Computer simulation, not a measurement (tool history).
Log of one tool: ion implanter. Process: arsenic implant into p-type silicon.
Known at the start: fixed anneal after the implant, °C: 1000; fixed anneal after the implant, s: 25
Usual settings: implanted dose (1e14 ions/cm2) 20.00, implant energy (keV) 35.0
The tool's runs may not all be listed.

run	hour	implanted dose (1e14 ions/cm2)	implant energy (keV)	read-back reference wafer on the same gauge, sheet resistance	sheet resistance of the implanted and annealed layer (ohm/square)
1	0.0	20.00	35.0	93.91	81.82
2	70.1	20.00	35.0	93.89	81.92
3	108.7	20.00	35.0	93.90	81.72
4	172.8	20.00	35.0	93.91	81.72
5	230.5	20.00	35.0	93.93	81.64
6	272.1	20.00	35.0	93.92	81.79
# hour 398.6: Faraday cup replaced and dose calibrated
7	414.5	20.00	35.0	93.89	80.94
8	457.9	20.00	35.0	93.89	80.92
9	487.9	22.28	45.5	93.90	70.68
10	515.7	20.00	35.0	93.91	81.03
# hour 534.4: extraction supply calibrated
11	562.7	14.65	23.5	93.88	102.33
12	627.6	21.95	35.0	93.90	79.26
# hour 636.9: gauge calibrated
13	667.2	14.43	30.0	93.92	95.69
14	727.0	20.00	35.0	93.89	81.40
15	784.3	20.00	35.0	93.92	81.52
16	851.0	22.99	39.0	93.89	74.94

The same runs without the tool's hidden state, with the same run-to-run variation:
Hidden state present: deviation of the true dose from the Faraday cup's reading, %; deviation of the true energy from its setpoint, %; gauge reads high (%).
run	sheet resistance of the implanted and annealed layer (ohm/square)
1	80.78
2	80.87
3	80.67
4	80.65
5	80.57
6	80.72
7	80.76
8	80.68
9	70.39
10	80.69
11	101.70
12	78.84
13	94.77
14	80.79
15	80.84
16	74.31
